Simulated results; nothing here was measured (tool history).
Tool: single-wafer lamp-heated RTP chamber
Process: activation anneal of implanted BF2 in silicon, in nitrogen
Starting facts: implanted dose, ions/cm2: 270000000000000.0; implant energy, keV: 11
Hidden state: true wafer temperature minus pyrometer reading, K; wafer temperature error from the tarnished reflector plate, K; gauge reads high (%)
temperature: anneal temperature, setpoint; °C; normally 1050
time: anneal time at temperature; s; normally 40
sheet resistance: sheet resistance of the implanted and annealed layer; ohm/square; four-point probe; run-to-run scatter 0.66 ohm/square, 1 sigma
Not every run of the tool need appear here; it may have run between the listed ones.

run	hour	temperature	time	wafers since the last listed run	wafers since the last pyrometer calibration	wafers since the reflector plate was cleaned	hours since the gauge calibration	read-back reference wafer on the same gauge, sheet resistance	sheet resistance
1	0	1050	40	0	1374	5261	1258	402	383.3
# hour 56: reflector plate cleaned
2	91	1050	40	522	1897	220	1349	402.04	386.31
3	184.5	1050	40	588	2485	808	1442.5	401.99	385.95
4	255.9	1050	40	449	2935	1258	1513.9	401.98	385.52
# hour 275.9: gauge calibrated
# hour 292.6: pyrometer window cleaned and pyrometer calibrated
5	358.3	1042	40	594	413	1852	82.4	401.99	391.93
6	421.3	1050	49	396	809	2249	145.4	402	382.05
7	479.6	1050	49	367	1177	2616	203.7	402.04	381.1
8	561	1050	49	512	1689	3128	285.1	402.08	379.11
9	634	1050	53	459	2149	3588	358.1	401.98	378.6
10	701.4	1050	53	424	2573	4012	425.5	401.89	376.04
11	785	1050	40	526	3099	4539	509.1	401.96	382.36
# hour 822.7: pyrometer window cleaned and pyrometer calibrated
# hour 845.4: reflector plate cleaned
12	892.5	1029	40	576	389	296	616.6	401.9	396.51
13	951.5	1029	40	371	760	667	675.6	401.98	396.5
14	1055.7	1029	40	656	1416	1323	779.8	402.05	395.41
15	1108.7	1050	40	333	1750	1657	832.8	402.18	384.96
16	1212	1050	40	650	2400	2307	936.1	401.93	384.72
17	1312	1042	58	629	3030	2937	1036.1	401.98	379.32
# hour 1347.5: pyrometer window cleaned and pyrometer calibrated
18	1383.3	1025	48	398	225	3335	1107.4	401.92	394.53
19	1457.5	1030	17	467	692	3803	1181.6	401.99	408.42
20	1496.1	1038	53	243	935	4046	1220.2	401.95	385.71
21	1592.4	1020	59	606	1541	4652	1316.5	402.08	388.87
# hour 1648.3: reflector plate cleaned
22	1692.5	1021	22	579	2121	278	1416.6	402.03	406.21
# hour 1715: gauge calibrated
23	1770.9	1050	48	493	2615	771	55.9	402	381.05
# hour 1811.2: pyrometer window cleaned and pyrometer calibrated
24	1835.6	1050	40	356	153	1128	120.6	401.89	389.08
25	1872	1058	40	229	382	1358	157	402.06	385.08

Predict the results of run 26:
26	1971.3	1050	40	625	1007	1983	256.3	?	?

read-back reference wafer on the same gauge, sheet resistance: 402.07
sheet resistance: 385.67 ohm/square
Without the tool's hidden state the same run would have given sheet resistance 390.85 ohm/square.
